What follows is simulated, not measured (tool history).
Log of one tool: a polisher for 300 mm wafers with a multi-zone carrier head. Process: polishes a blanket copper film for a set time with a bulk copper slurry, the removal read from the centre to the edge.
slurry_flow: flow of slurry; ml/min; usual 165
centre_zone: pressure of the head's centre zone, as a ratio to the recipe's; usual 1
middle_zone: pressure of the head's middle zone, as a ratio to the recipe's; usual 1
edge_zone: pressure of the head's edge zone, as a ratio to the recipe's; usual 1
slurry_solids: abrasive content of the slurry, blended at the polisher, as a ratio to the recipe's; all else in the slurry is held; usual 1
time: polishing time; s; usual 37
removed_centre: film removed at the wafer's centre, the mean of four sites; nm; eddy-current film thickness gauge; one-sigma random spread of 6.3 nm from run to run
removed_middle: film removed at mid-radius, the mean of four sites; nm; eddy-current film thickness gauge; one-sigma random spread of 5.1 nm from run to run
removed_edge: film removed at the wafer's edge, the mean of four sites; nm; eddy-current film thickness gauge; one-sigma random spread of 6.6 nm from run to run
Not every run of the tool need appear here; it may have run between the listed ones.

run,hour,slurry_flow,centre_zone,middle_zone,edge_zone,slurry_solids,time,"incoming thickness of the incoming film, nm",removed_centre,removed_middle,removed_edge
1,0,165,1,1,1,1,40,3804.4,508.5,502.6,507.4
# hour 59.8: edge zone pressure recalibrated
2,60.8,165,1,1,1,1,37,3879.4,453.8,474.1,478.6
3,128.4,165,1,1,1,1,37,3789.5,466.4,456.5,471.6
4,210.8,165,1,1,1,1,37,3826.1,450.9,468.8,482.9
# hour 215.4: slurry nozzle cleaned
5,276,165,1,1,1,1,37,3820.9,449.4,468.9,482.9
6,336,165,1,1,1.07,1,37,3818.9,449,469.4,475.1
7,386.8,165,1.06,1,1,1,30,3786.2,395.9,385.3,390
8,473.9,165,1,1,1,1,37,3786.9,447.9,465.9,472.7
# hour 527.4: edge zone pressure recalibrated
# hour 578.8: carrier head's membrane replaced by a new one
# hour 607.2: worn pad replaced by a new one
9,671.5,165,1,1,1,1,42,3806.6,491.7,523.9,551
10,745.5,165,1,1,0.89,1,37,3821.5,434.2,471.2,450.8
# hour 774.5: slurry nozzle cleaned
11,804.5,110,1,0.92,0.88,1.15,37,3803.2,401.1,417.5,433.8
12,892.3,120,1.04,0.88,1,1.25,37,3882.5,437.1,422.5,468.4
13,966.1,165,1,0.92,1.09,1,37,3825.9,416.5,452.7,496.7
14,1045.9,165,1,1,1.1,1.3,37,3873,467.2,492.5,526.1
# hour 1075.4: carrier head's membrane replaced by a new one
# hour 1122.7: edge zone pressure recalibrated
15,1132.2,165,1,1,1,1,37,3887.8,421.1,468.7,466.4
# hour 1154.7: worn pad replaced by a new one
# hour 1190.5: centre zone pressure recalibrated
16,1191,165,1,1,1,1,37,3852.7,457.2,467.9,468
17,1260.6,165,1,1,0.91,1,37,3812,455.6,470.5,454.4
# hour 1347.6: slurry nozzle cleaned
18,1521.8,190,1,1,1,0.75,32,3836.7,377.8,383,390.6
# hour 1583: carrier head's membrane replaced by a new one
# hour 1599.7: edge zone pressure recalibrated
19,1624.7,165,1,1,1,1,37,3872.5,453.9,464.5,477
20,1663.6,165,0.92,1,1,1,37,3791.7,412.1,470.8,471.3
# hour 1733.7: worn pad replaced by a new one
21,1739.2,165,1,1,1,1.1,37,3752.4,453.8,479,482.3

Had the tool no unlogged condition, and each run kept its random variation, what would the results have been?
The hidden state here: removal rate lost through wear of the pad, %; slurry flow missing at the pad, %; deviation of the centre zone's pressure from its setpoint, %; deviation of the edge zone's pressure from its setpoint, %.
run,removed_centre
1,515
2,461.8
3,477.4
4,464.7
5,465.7
6,467.6
7,414
8,472
9,527.1
10,468.5
11,435
12,477.6
13,458.2
14,517.8
15,470.3
16,461
17,462
18,391.5
19,474.5
20,432.4
21,479.1
removed_middle: within 0.3 nm of the measured result in every run.
removed_edge: as measured in every run.

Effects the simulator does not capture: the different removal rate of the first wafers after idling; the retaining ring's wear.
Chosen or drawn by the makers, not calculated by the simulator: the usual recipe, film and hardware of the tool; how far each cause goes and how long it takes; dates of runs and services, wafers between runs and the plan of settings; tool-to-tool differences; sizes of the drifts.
